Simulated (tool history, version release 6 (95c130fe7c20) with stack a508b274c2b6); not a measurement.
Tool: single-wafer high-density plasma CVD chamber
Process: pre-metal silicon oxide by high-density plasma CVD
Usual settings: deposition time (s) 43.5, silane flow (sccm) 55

run   hour  deposition time (s)  silane flow (sccm)  wafers since the last listed run  hours since the silane flow controller was replaced  hours since the gauge calibration  read-back reference wafer on the same gauge, thickness_nm  mean film thickness on the monitor wafer (nm)
  1    0.0                 40.5                  55                                 0                                               4349.0                              507.9                                                    245.927                                        228.287
      16.7  -- gauge calibrated
  2   21.1                 40.5                  55                               384                                               4370.1                                4.4                                                    245.941                                        228.966
  3   44.5                 40.5                  55                               426                                               4393.5                               27.8                                                    245.944                                        228.187
  4   61.1                 43.5                  61                               302                                               4410.1                               44.4                                                    245.804                                        268.155
  5   92.6                 43.5                  55                               574                                               4441.6                               75.9                                                    245.883                                        246.166
  6  124.8                 43.5                  55                               587                                               4473.8                              108.1                                                    245.856                                        245.468
  7  141.2                 43.5                  55                               299                                               4490.2                              124.5                                                    245.867                                        245.006
  8  158.2                 43.5                  55                               310                                               4507.2                              141.5                                                    245.918                                        244.761
  9  191.5                 43.5                  55                               607                                               4540.5                              174.8                                                    246.271                                        245.462
 10  284.3                 40.7                  55                              1692                                               4633.3                              267.6                                                    246.070                                        229.992
 11  305.7                 40.7                  55                               390                                               4654.7                              289.0                                                    245.996                                        229.185
 12  333.0                 43.5                  55                               497                                               4682.0                              316.3                                                    246.103                                        245.241
     393.9  -- silane flow controller replaced
 13  431.8                 43.5                  55                              1656                                                 37.9                              415.1                                                    245.878                                        258.920
 14  445.9                 43.5                  55                               257                                                 52.0                              429.2                                                    246.016                                        258.789
 15  478.4                 38.7                  62                               592                                                 84.5                              461.7                                                    245.957                                        254.386
 16  512.0                 39.8                  48                               612                                                118.1                              495.3                                                    245.875                                        210.914
 17  547.1                 45.8                  59                               640                                                153.2                              530.4                                                    245.998                                        288.263
 18  559.6                 37.5                  49                               227                                                165.7                              542.9                                                    246.073                                        202.310
     564.1  -- gauge calibrated
 19  582.7                 43.5                  55                               421                                                188.8                               18.6                                                    246.253                                        257.729
 20  618.3                 43.5                  48                               649                                                224.4                               54.2                                                    246.083                                        229.445
 21  686.3                 43.5                  47                              1240                                                292.4                              122.2                                                    245.922                                        225.450
 22  708.3                 35.6                  49                               401                                                314.4                              144.2                                                    246.149                                        191.339
 23  734.8                 35.0                  64                               483                                                340.9                              170.7                                                    246.117                                        235.118
 24  767.2                 40.2                  63                               590                                                373.3                              203.1                                                    246.026                                        267.648

3 ways to go on from here, each from the tool as it stands after run 24. What would each give?
  A  767.6                 43.5                  55                                 7                                                373.7                              203.5                                                          ?                                              ?
  B  767.6                 37.2                  51                                 7                                                373.7                              203.5                                                          ?                                              ?
  C  767.6                 37.6                  61                                 7                                                373.7                              203.5                                                          ?                                              ?

run  read-back reference wafer on the same gauge, thickness_nm  mean film thickness on the monitor wafer (nm)
  A                                                    246.069                                        257.954
  B                                                    246.069                                        206.898
  C                                                    246.069                                        243.733
Without the tool's hidden state the same runs would have given:
run  mean film thickness on the monitor wafer (nm)
  A                                        259.993
  B                                        208.534
  C                                        245.660
